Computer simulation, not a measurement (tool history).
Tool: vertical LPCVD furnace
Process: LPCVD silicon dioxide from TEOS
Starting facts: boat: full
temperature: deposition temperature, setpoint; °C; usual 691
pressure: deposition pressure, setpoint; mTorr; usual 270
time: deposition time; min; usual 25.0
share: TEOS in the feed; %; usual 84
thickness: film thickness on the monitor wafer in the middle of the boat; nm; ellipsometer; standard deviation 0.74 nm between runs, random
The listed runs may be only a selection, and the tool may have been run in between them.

run    hour  temperature  pressure  time  share  read-back reference wafer on the same gauge, thickness  thickness
  1     0.0          691       270  25.0     84                                                  173.93     161.85
  2    68.0          686       270  25.0     84                                                  173.75     144.71
  3   108.9          686       270  25.0     84                                                  174.33     142.67
  4   150.1          691       270  25.0     84                                                  174.02     162.05
  5   206.3          691       270  31.0     89                                                  173.64     206.02
  6   266.1          691       270  25.0     84                                                  174.22     162.20
  7   311.8          681       270  15.5     97                                                  174.09      84.53
  8   383.4          702       270  33.0     89                                                  174.42     285.00
  9   436.9          691       230  25.0     68                                                  173.90     134.46
 10   496.5          691       320  25.0     77                                                  173.64     168.28
 11   556.5          691       210  15.0     68                                                  173.69      76.04
 12   616.0          691       270  25.0     84                                                  174.01     162.12
 13   647.0          691       270  18.0     84                                                  173.80     117.52
 14   688.6          695       270  29.5     84                                                  173.51     208.67
      726.5  -- TEOS flow controller replaced
      748.0  -- pressure gauge zeroed
 15   748.5          697       335  31.0     84                                                  174.00     253.82
 16   774.3          680       270  25.0     97                                                  174.15     131.75
 17   799.0          683       270  25.0     96                                                  173.89     140.68
      834.0  -- gauge calibrated
 18   839.6          691       270  31.5     73                                                  173.96     185.36
 19   864.5          691       270  31.5     73                                                  174.16     187.17
 20   917.8          691       300  35.0     69                                                  173.84     214.20
 21   956.4          691       325  25.0     84                                                  173.72     175.06
 22  1022.1          691       290  17.0     93                                                  174.01     117.67
 23  1088.0          702       270  25.0     69                                                  173.66     185.40
 24  1133.2          691       270  25.0     84                                                  173.82     158.84
 25  1165.5          691       270  25.0     84                                                  173.94     160.17
     1264.1  -- pressure gauge zeroed, repeated, since the last time left the tool worse
 26  1350.0          691       315  25.0     79                                                  174.25     170.63
 27  1388.5          691       270  31.5     73                                                  174.26     193.97
 28  1580.6          691       335  25.0     93                                                  173.52     192.28
 29  1628.9          691       270  25.0     84                                                  174.09     163.28
 30  1698.1          680       270  25.0     97                                                  173.89     135.37

5 options for the next run, each taken on its own from the tool as it stands now. Forecast them:
  A  1703.3          700       270  25.0     84                                                       ?          ?
  B  1703.3          686       270  18.0     93                                                       ?          ?
  C  1703.3          702       270  22.0     97                                                       ?          ?
  D  1703.3          691       210  25.0     84                                                       ?          ?
  E  1703.3          685       270  25.0     84                                                       ?          ?

run  read-back reference wafer on the same gauge, thickness  thickness
  A                                                  173.97     203.26
  B                                                  173.97     110.66
  C                                                  173.97     201.34
  D                                                  173.97     144.98
  E                                                  173.97     142.60
The same runs, with their run-to-run variation unchanged, on a tool lacking any hidden condition would have given:
run  thickness
  A     203.90
  B     111.01
  C     201.98
  D     145.57
  E     143.05
